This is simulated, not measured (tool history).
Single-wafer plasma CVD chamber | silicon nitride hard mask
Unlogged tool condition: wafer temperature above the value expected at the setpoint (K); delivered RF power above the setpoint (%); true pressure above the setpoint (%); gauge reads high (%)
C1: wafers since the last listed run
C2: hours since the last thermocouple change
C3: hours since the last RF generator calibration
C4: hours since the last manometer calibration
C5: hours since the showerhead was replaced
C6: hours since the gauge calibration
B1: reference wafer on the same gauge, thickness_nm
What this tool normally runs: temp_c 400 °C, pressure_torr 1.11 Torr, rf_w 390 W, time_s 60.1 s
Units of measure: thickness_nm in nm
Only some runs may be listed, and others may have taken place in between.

Run 1, hour 0: usual settings; C1 0; C2 618.3; C3 1940.8; C4 1570.6; C5 6510.1; C6 75.4; B1 75.166. Result: thickness_nm 73.496 nm.
Run 2, hour 13.8: usual settings; C1 168; C2 632.1; C3 1954.6; C4 1584.4; C5 6523.9; C6 89.2; B1 75.192. Result: thickness_nm 73.261 nm.
Run 3, hour 28.9: usual settings but temp_c 391 °C, pressure_torr 1.25 Torr; C1 184; C2 647.2; C3 1969.7; C4 1599.5; C5 6539; C6 104.3; B1 75.2. Result: thickness_nm 75.894 nm.
Run 4, hour 38.8: usual settings but temp_c 391 °C, pressure_torr 1.25 Torr; C1 120; C2 657.1; C3 1979.6; C4 1609.4; C5 6548.9; C6 114.2; B1 75.209. Result: thickness_nm 75.52 nm.
Run 5, hour 50: usual settings but pressure_torr 1.29 Torr; C1 136; C2 668.3; C3 1990.8; C4 1620.6; C5 6560.1; C6 125.4; B1 75.2. Result: thickness_nm 75.756 nm.
Run 6, hour 61.5: usual settings but pressure_torr 1.29 Torr; C1 140; C2 679.8; C3 2002.3; C4 1632.1; C5 6571.6; C6 136.9; B1 75.196. Result: thickness_nm 75.716 nm.
Run 7, hour 73.7: usual settings; C1 149; C2 692; C3 2014.5; C4 1644.3; C5 6583.8; C6 149.1; B1 75.238. Result: thickness_nm 73.392 nm.
Run 8, hour 84.3: usual settings; C1 129; C2 702.6; C3 2025.1; C4 1654.9; C5 6594.4; C6 159.7; B1 75.177. Result: thickness_nm 73.275 nm.
At hour 93.8: RF generator calibrated.
Run 9, hour 96.1: usual settings but pressure_torr 0.98 Torr; C1 46; C2 714.4; C3 2.3; C4 1666.7; C5 6606.2; C6 171.5; B1 75.194. Result: thickness_nm 75.32 nm.
At hour 97.2: gauge calibrated.
Run 10, hour 112.3: usual settings but pressure_torr 0.98 Torr; C1 197; C2 730.6; C3 18.5; C4 1682.9; C5 6622.4; C6 15.1; B1 75.217. Result: thickness_nm 75.151 nm.
Run 11, hour 121.3: usual settings but pressure_torr 0.98 Torr; C1 109; C2 739.6; C3 27.5; C4 1691.9; C5 6631.4; C6 24.1; B1 75.219. Result: thickness_nm 75.163 nm.
Run 12, hour 137.4: usual settings but pressure_torr 0.9 Torr; C1 196; C2 755.7; C3 43.6; C4 1708; C5 6647.5; C6 40.2; B1 75.177. Result: thickness_nm 73.891 nm.
Run 13, hour 143.4: usual settings; C1 73; C2 761.7; C3 49.6; C4 1714; C5 6653.5; C6 46.2; B1 75.158. Result: thickness_nm 77.405 nm.
Run 14, hour 160.9: usual settings but temp_c 387 °C; C1 213; C2 779.2; C3 67.1; C4 1731.5; C5 6671; C6 63.7; B1 75.217. Result: thickness_nm 77.615 nm.
Run 15, hour 168.1: usual settings but time_s 63.6 s; C1 87; C2 786.4; C3 74.3; C4 1738.7; C5 6678.2; C6 70.9; B1 75.193. Result: thickness_nm 81.713 nm.
At hour 190.8: thermocouple changed; heater temperature recalibrated.
Run 16, hour 191.3: usual settings but temp_c 395 °C, pressure_torr 1.03 Torr, rf_w 440 W, time_s 51.9 s; C1 185; C2 0.5; C3 97.5; C4 1761.9; C5 6701.4; C6 94.1; B1 75.227. Result: thickness_nm 70.178 nm.
Run 17, hour 195.8: usual settings but temp_c 396 °C, pressure_torr 0.99 Torr, rf_w 355 W, time_s 63.1 s; C1 54; C2 5; C3 102; C4 1766.4; C5 6705.9; C6 98.6; B1 75.234. Result: thickness_nm 75.236 nm.
At hour 208.2: capacitance manometer re-zeroed and calibrated.
Run 18, hour 208.7: usual settings but time_s 52.2 s; C1 59; C2 17.9; C3 114.9; C4 0.5; C5 6718.8; C6 111.5; B1 75.228. Result: thickness_nm 67.303 nm.
Run 19, hour 214.8: usual settings but temp_c 413 °C, time_s 52 s; C1 74; C2 24; C3 121; C4 6.6; C5 6724.9; C6 117.6; B1 75.197. Result: thickness_nm 66.594 nm.
At hour 236.8: showerhead replaced.
Run 20, hour 237.3: usual settings but pressure_torr 1.2 Torr; C1 177; C2 46.5; C3 143.5; C4 29.1; C5 0.5; C6 140.1; B1 75.253. Result: thickness_nm 78.831 nm.
Run 21, hour 237.6: usual settings but rf_w 455 W; C1 3; C2 46.8; C3 143.8; C4 29.4; C5 0.8; C6 140.4; B1 75.214. Result: thickness_nm 83.839 nm.
Run 22, hour 242.7: usual settings; C1 62; C2 51.9; C3 148.9; C4 34.5; C5 5.9; C6 145.5; B1 75.198. Result: thickness_nm 77.304 nm.
Run 23, hour 255.8: usual settings; C1 160; C2 65; C3 162; C4 47.6; C5 19; C6 158.6; B1 75.216. Result: thickness_nm 77.255 nm.
Run 24, hour 302.2: usual settings but pressure_torr 1.29 Torr, rf_w 325 W, time_s 55.8 s; C1 567; C2 111.4; C3 208.4; C4 94; C5 65.4; C6 205; B1 75.217. Result: thickness_nm 67.137 nm.

Some steps in thickness_nm, run to run, broken into two amounts with sign: the step expected even without the hidden condition (settings, incoming material, random variation), and the rest, left for the hidden condition together with whatever gauge scatter is not in both the measured and the hidden-condition-free result:
Run 2 -> 3: temp_c 400 -> 391, pressure_torr 1.11 -> 1.25. thickness_nm +2.633 nm: hidden state -0.233, all else +2.866.
Run 8 -> 9: pressure_torr 1.11 -> 0.98, RF generator calibrated. thickness_nm +2.045 nm: hidden state +4.226, all else -2.181.
Run 15 -> 16: temp_c 400 -> 395, pressure_torr 1.11 -> 1.03, rf_w 390 -> 440, time_s 63.6 -> 51.9, thermocouple changed; heater temperature recalibrated. thickness_nm -11.535 nm: hidden state +0.124, all else -11.659.
Run 19 -> 20: temp_c 413 -> 400, pressure_torr 1.11 -> 1.2, time_s 52 -> 60.1, showerhead replaced. thickness_nm +12.237 nm: hidden state -0.101, all else +12.338.
